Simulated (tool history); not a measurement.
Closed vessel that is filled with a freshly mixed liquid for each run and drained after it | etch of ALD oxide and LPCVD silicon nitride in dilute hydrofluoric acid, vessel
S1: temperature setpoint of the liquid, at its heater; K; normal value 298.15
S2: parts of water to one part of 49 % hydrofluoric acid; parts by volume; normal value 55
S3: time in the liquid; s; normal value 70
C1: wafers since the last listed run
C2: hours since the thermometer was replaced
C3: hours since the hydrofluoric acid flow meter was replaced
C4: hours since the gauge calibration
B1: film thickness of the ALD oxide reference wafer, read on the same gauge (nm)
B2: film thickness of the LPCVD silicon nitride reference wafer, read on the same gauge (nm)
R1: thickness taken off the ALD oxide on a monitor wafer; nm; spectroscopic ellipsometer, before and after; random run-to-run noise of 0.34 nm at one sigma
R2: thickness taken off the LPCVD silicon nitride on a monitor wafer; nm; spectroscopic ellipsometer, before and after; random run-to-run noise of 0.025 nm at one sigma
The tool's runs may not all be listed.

Run 1, day 0.000: usual settings but S1 303.15 K, S2 75 parts by volume, S3 50 s; C1 0; C2 518.1; C3 124.3; C4 317.9; B1 150.01; B2 29.966. Result: R1 23.22 nm, R2 0.434 nm.
Run 2, day 3.921: usual settings; C1 12209; C2 612.2; C3 218.4; C4 412.0; B1 150.04; B2 29.988. Result: R1 37.74 nm, R2 0.558 nm.
Run 3, day 6.675: usual settings but S1 299.65 K, S2 30 parts by volume, S3 95 s; C1 8576; C2 678.3; C3 284.5; C4 478.1; B1 149.96; B2 30.006. Result: R1 104.71 nm, R2 1.515 nm.
Run 4, day 10.038: usual settings but S1 295.65 K, S3 55 s; C1 10470; C2 759.0; C3 365.2; C4 558.8; B1 149.96; B2 29.979. Result: R1 26.79 nm, R2 0.389 nm.
Run 5, day 12.417: usual settings; C1 7408; C2 816.1; C3 422.3; C4 615.9; B1 149.99; B2 30.023. Result: R1 37.57 nm, R2 0.591 nm.
Run 6, day 16.604: usual settings but S1 302.65 K, S2 65 parts by volume, S3 40 s; C1 13039; C2 916.6; C3 522.8; C4 716.4; B1 150.00; B2 29.985. Result: R1 21.30 nm, R2 0.376 nm.
Run 7, day 23.850: usual settings but S1 294.15 K; C1 22563; C2 1090.5; C3 696.7; C4 890.3; B1 149.98; B2 29.980. Result: R1 32.46 nm, R2 0.447 nm.
Run 8, day 27.012: usual settings but S1 294.15 K, S2 35 parts by volume, S3 45 s; C1 9848; C2 1166.4; C3 772.6; C4 966.2; B1 150.00; B2 30.059. Result: R1 34.05 nm, R2 0.490 nm.
Run 9, day 30.983: usual settings but S2 65 parts by volume; C1 12365; C2 1261.7; C3 867.9; C4 1061.5; B1 150.03; B2 29.976. Result: R1 32.06 nm, R2 0.540 nm.
Run 10, day 33.254: usual settings but S3 55 s; C1 7071; C2 1316.2; C3 922.4; C4 1116.0; B1 149.94; B2 30.007. Result: R1 30.11 nm, R2 0.460 nm.
Run 11, day 35.667: usual settings but S2 40 parts by volume, S3 80 s; C1 7512; C2 1374.1; C3 980.3; C4 1173.9; B1 149.98; B2 29.970. Result: R1 62.41 nm, R2 0.961 nm.
Run 12, day 37.733: usual settings; C1 6435; C2 1423.7; C3 1029.9; C4 1223.5; B1 150.00; B2 29.988. Result: R1 39.01 nm, R2 0.607 nm.
Run 13, day 40.083: usual settings but S1 299.65 K; C1 7317; C2 1480.1; C3 1086.3; C4 1279.9; B1 150.05; B2 29.993. Result: R1 41.45 nm, R2 0.667 nm.
Run 14, day 43.933: usual settings; C1 11988; C2 1572.5; C3 1178.7; C4 1372.3; B1 149.93; B2 30.031. Result: R1 38.59 nm, R2 0.590 nm.
At day 45.417: thermometer replaced.
Run 15, day 47.979: usual settings but S3 60 s; C1 12468; C2 61.5; C3 1275.8; C4 1469.4; B1 150.05; B2 30.023. Result: R1 30.78 nm, R2 0.495 nm.
Run 16, day 55.129: usual settings but S2 25 parts by volume; C1 22265; C2 233.1; C3 1447.4; C4 1641.0; B1 149.96; B2 29.983. Result: R1 83.77 nm, R2 1.227 nm.
Run 17, day 58.758: usual settings; C1 11301; C2 320.2; C3 1534.5; C4 1728.1; B1 149.93; B2 30.029. Result: R1 35.95 nm, R2 0.545 nm.
Run 18, day 63.175: usual settings but S1 300.65 K, S3 100 s; C1 13753; C2 426.2; C3 1640.5; C4 1834.1; B1 149.97; B2 29.964. Result: R1 57.03 nm, R2 0.949 nm.
Run 19, day 65.067: usual settings; C1 5890; C2 471.6; C3 1685.9; C4 1879.5; B1 150.01; B2 29.955. Result: R1 36.62 nm, R2 0.494 nm.
Run 20, day 68.146: usual settings but S1 302.15 K, S2 40 parts by volume, S3 100 s; C1 9588; C2 545.5; C3 1759.8; C4 1953.4; B1 150.02; B2 30.025. Result: R1 86.47 nm, R2 1.449 nm.
Run 21, day 72.233: usual settings; C1 12728; C2 643.6; C3 1857.9; C4 2051.5; B1 150.00; B2 29.995. Result: R1 36.96 nm, R2 0.609 nm.
Run 22, day 74.204: usual settings but S1 302.15 K, S2 35 parts by volume; C1 6137; C2 690.9; C3 1905.2; C4 2098.8; B1 149.98; B2 30.019. Result: R1 70.02 nm, R2 1.044 nm.
Run 23, day 76.542: usual settings but S2 45 parts by volume, S3 85 s; C1 7278; C2 747.0; C3 1961.3; C4 2154.9; B1 149.95; B2 29.989. Result: R1 55.55 nm, R2 0.789 nm.
At day 80.279: hydrofluoric acid flow meter replaced.
Run 24, day 80.300: usual settings but S1 296.15 K, S2 40 parts by volume, S3 40 s; C1 11573; C2 837.2; C3 0.5; C4 2245.1; B1 150.07; B2 30.011. Result: R1 28.28 nm, R2 0.408 nm.
Run 25, day 82.092: usual settings; C1 5579; C2 880.2; C3 43.5; C4 2288.1; B1 150.00; B2 30.009. Result: R1 38.17 nm, R2 0.650 nm.

What was the tool's hidden state at every run in the log?
gauge reads high (%): 0 in every run
H1: liquid hotter than its thermometer reads (K)
H2: hydrofluoric acid flow below the setpoint (%)
run     H1     H2
  1  0.822  0.365
  2  0.941  0.507
  3   1.02  0.606
  4   1.13  0.728
  5    1.2  0.814
  6   1.33  0.965
  7   1.55   1.23
  8   1.64   1.34
  9   1.77   1.49
 10   1.83   1.57
 11   1.91   1.65
 12   1.97   1.73
 13   2.04   1.81
 14   2.16   1.95
 15  0.212    2.1
 16   0.43   2.36
 17   0.54   2.49
 18  0.675   2.65
 19  0.732   2.72
 20  0.826   2.83
 21   0.95   2.98
 22   1.01   3.05
 23   1.08   3.13
 24    1.2  0.255
 25   1.25   0.32
